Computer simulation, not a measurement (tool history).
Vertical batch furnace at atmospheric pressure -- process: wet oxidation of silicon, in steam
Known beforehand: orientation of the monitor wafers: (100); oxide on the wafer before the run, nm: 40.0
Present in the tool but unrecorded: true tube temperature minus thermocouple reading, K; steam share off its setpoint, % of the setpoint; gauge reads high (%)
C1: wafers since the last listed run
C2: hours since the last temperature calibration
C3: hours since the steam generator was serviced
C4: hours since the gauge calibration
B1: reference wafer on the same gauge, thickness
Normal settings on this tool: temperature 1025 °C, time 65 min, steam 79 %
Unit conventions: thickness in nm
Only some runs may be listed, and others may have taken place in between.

run 1 hour=0 | temperature=1025 time=65 steam=75 | C1=0 C2=890.6 C3=2505 C4=419.7 | B1=507.61 | thickness=429.39
-- hour=8.3 gauge calibrated
run 2 hour=11.9 | temperature=1025 time=65 steam=75 | C1=141 C2=902.5 C3=2516.9 C4=3.6 | B1=507.88 | thickness=428.19
run 3 hour=31.8 | temperature=1008 time=65 steam=79 | C1=235 C2=922.4 C3=2536.8 C4=23.5 | B1=508.04 | thickness=397.8
run 4 hour=46.1 | temperature=1008 time=65 steam=79 | C1=169 C2=936.7 C3=2551.1 C4=37.8 | B1=507.84 | thickness=398.08
run 5 hour=54.5 | temperature=1025 time=65 steam=79 | C1=99 C2=945.1 C3=2559.5 C4=46.2 | B1=507.91 | thickness=443.31
run 6 hour=76.2 | temperature=1025 time=65 steam=79 | C1=257 C2=966.8 C3=2581.2 C4=67.9 | B1=507.75 | thickness=442.41
run 7 hour=84.6 | temperature=1025 time=65 steam=79 | C1=99 C2=975.2 C3=2589.6 C4=76.3 | B1=507.72 | thickness=443.07
run 8 hour=106.5 | temperature=1025 time=91 steam=85 | C1=259 C2=997.1 C3=2611.5 C4=98.2 | B1=508.04 | thickness=570
run 9 hour=120.5 | temperature=1025 time=91 steam=85 | C1=165 C2=1011.1 C3=2625.5 C4=112.2 | B1=508.22 | thickness=570.63
run 10 hour=133.6 | temperature=1025 time=91 steam=85 | C1=155 C2=1024.2 C3=2638.6 C4=125.3 | B1=508.1 | thickness=568.58
run 11 hour=143.2 | temperature=1025 time=47.5 steam=79 | C1=113 C2=1033.8 C3=2648.2 C4=134.9 | B1=507.98 | thickness=364.8
run 12 hour=161.6 | temperature=1025 time=47.5 steam=79 | C1=218 C2=1052.2 C3=2666.6 C4=153.3 | B1=507.94 | thickness=365.37
run 13 hour=175.5 | temperature=1025 time=47.5 steam=79 | C1=164 C2=1066.1 C3=2680.5 C4=167.2 | B1=508.16 | thickness=365.15
run 14 hour=190.1 | temperature=1025 time=65 steam=83 | C1=173 C2=1080.7 C3=2695.1 C4=181.8 | B1=507.93 | thickness=458.04
run 15 hour=210.3 | temperature=1025 time=65 steam=83 | C1=239 C2=1100.9 C3=2715.3 C4=202 | B1=507.61 | thickness=458.57
run 16 hour=226.9 | temperature=1004 time=49 steam=67 | C1=196 C2=1117.5 C3=2731.9 C4=218.6 | B1=507.81 | thickness=291.94
run 17 hour=248.4 | temperature=1025 time=65 steam=79 | C1=254 C2=1139 C3=2753.4 C4=240.1 | B1=507.89 | thickness=443.53
run 18 hour=277.1 | temperature=1025 time=65 steam=79 | C1=340 C2=1167.7 C3=2782.1 C4=268.8 | B1=508.05 | thickness=445.24
run 19 hour=288.4 | temperature=1012 time=55 steam=74 | C1=133 C2=1179 C3=2793.4 C4=280.1 | B1=508.1 | thickness=354.93
run 20 hour=296.6 | temperature=1025 time=65 steam=71 | C1=97 C2=1187.2 C3=2801.6 C4=288.3 | B1=508.12 | thickness=415.3
run 21 hour=304.4 | temperature=1025 time=38 steam=79 | C1=92 C2=1195 C3=2809.4 C4=296.1 | B1=507.98 | thickness=318.02
run 22 hour=333.8 | temperature=1025 time=65 steam=79 | C1=348 C2=1224.4 C3=2838.8 C4=325.5 | B1=508.03 | thickness=443.89
run 23 hour=372.2 | temperature=1025 time=65 steam=79 | C1=455 C2=1262.8 C3=2877.2 C4=363.9 | B1=507.98 | thickness=445.79
-- hour=408.4 gauge calibrated
run 24 hour=427.4 | temperature=1039 time=65 steam=79 | C1=654 C2=1318 C3=2932.4 C4=19 | B1=508.19 | thickness=481.87
-- hour=455.9 steam generator serviced
run 25 hour=456.4 | temperature=1025 time=56 steam=79 | C1=59 C2=1347 C3=0.5 C4=48 | B1=507.83 | thickness=426.24
-- hour=483.4 thermocouples replaced and temperature profile calibrated
run 26 hour=483.9 | temperature=1014 time=65 steam=79 | C1=41 C2=0.5 C3=28 C4=75.5 | B1=508.15 | thickness=428.35
run 27 hour=489.3 | temperature=1009 time=65 steam=87 | C1=64 C2=5.9 C3=33.4 C4=80.9 | B1=508.25 | thickness=440.9
run 28 hour=498.5 | temperature=1003 time=73 steam=79 | C1=109 C2=15.1 C3=42.6 C4=90.1 | B1=508.47 | thickness=430.16
run 29 hour=514.9 | temperature=1025 time=65 steam=73 | C1=194 C2=31.5 C3=59 C4=106.5 | B1=508.16 | thickness=434.97
run 30 hour=525.6 | temperature=1033 time=65 steam=79 | C1=126 C2=42.2 C3=69.7 C4=117.2 | B1=507.92 | thickness=476.2
run 31 hour=543.3 | temperature=1025 time=47.5 steam=79 | C1=209 C2=59.9 C3=87.4 C4=134.9 | B1=508.01 | thickness=374.31
run 32 hour=556.5 | temperature=1025 time=91.5 steam=85 | C1=156 C2=73.1 C3=100.6 C4=148.1 | B1=508.11 | thickness=589.43
run 33 hour=577 | temperature=1039 time=43.5 steam=79 | C1=242 C2=93.6 C3=121.1 C4=168.6 | B1=507.9 | thickness=386.33
run 34 hour=596.7 | temperature=1032 time=90.5 steam=89 | C1=233 C2=113.3 C3=140.8 C4=188.3 | B1=507.97 | thickness=620.89
run 35 hour=611.9 | temperature=1032 time=90.5 steam=89 | C1=180 C2=128.5 C3=156 C4=203.5 | B1=507.9 | thickness=618.99
run 36 hour=627.9 | temperature=1025 time=65 steam=79 | C1=189 C2=144.5 C3=172 C4=219.5 | B1=508.04 | thickness=452.14
run 37 hour=638.8 | temperature=1025 time=90 steam=70 | C1=129 C2=155.4 C3=182.9 C4=230.4 | B1=507.92 | thickness=514.18

For each run, the measured value with the value that run would have given without the tool's hidden condition subtracted. The run-to-run variation is shared by both, the gauge scatter possibly not:
run=1 thickness=-18.74
run=2 thickness=-18.59
run=3 thickness=-17.35
run=4 thickness=-17.25
run=5 thickness=-18.9
run=6 thickness=-18.67
run=7 thickness=-18.63
run=8 thickness=-23.55
run=9 thickness=-23.43
run=10 thickness=-23.21
run=11 thickness=-14.92
run=12 thickness=-14.8
run=13 thickness=-14.67
run=14 thickness=-18.25
run=15 thickness=-18.06
run=16 thickness=-11.31
run=17 thickness=-17.07
run=18 thickness=-16.83
run=19 thickness=-13.24
run=20 thickness=-15.48
run=21 thickness=-11.67
run=22 thickness=-16.14
run=23 thickness=-15.75
run=24 thickness=-16.47
run=25 thickness=+5.84
run=26 thickness=-4.13
run=27 thickness=-4.38
run=28 thickness=-4.51
run=29 thickness=-4.76
run=30 thickness=-5.35
run=31 thickness=-4.62
run=32 thickness=-7.34
run=33 thickness=-5.22
run=34 thickness=-8.64
run=35 thickness=-8.97
run=36 thickness=-7.07
run=37 thickness=-8.17
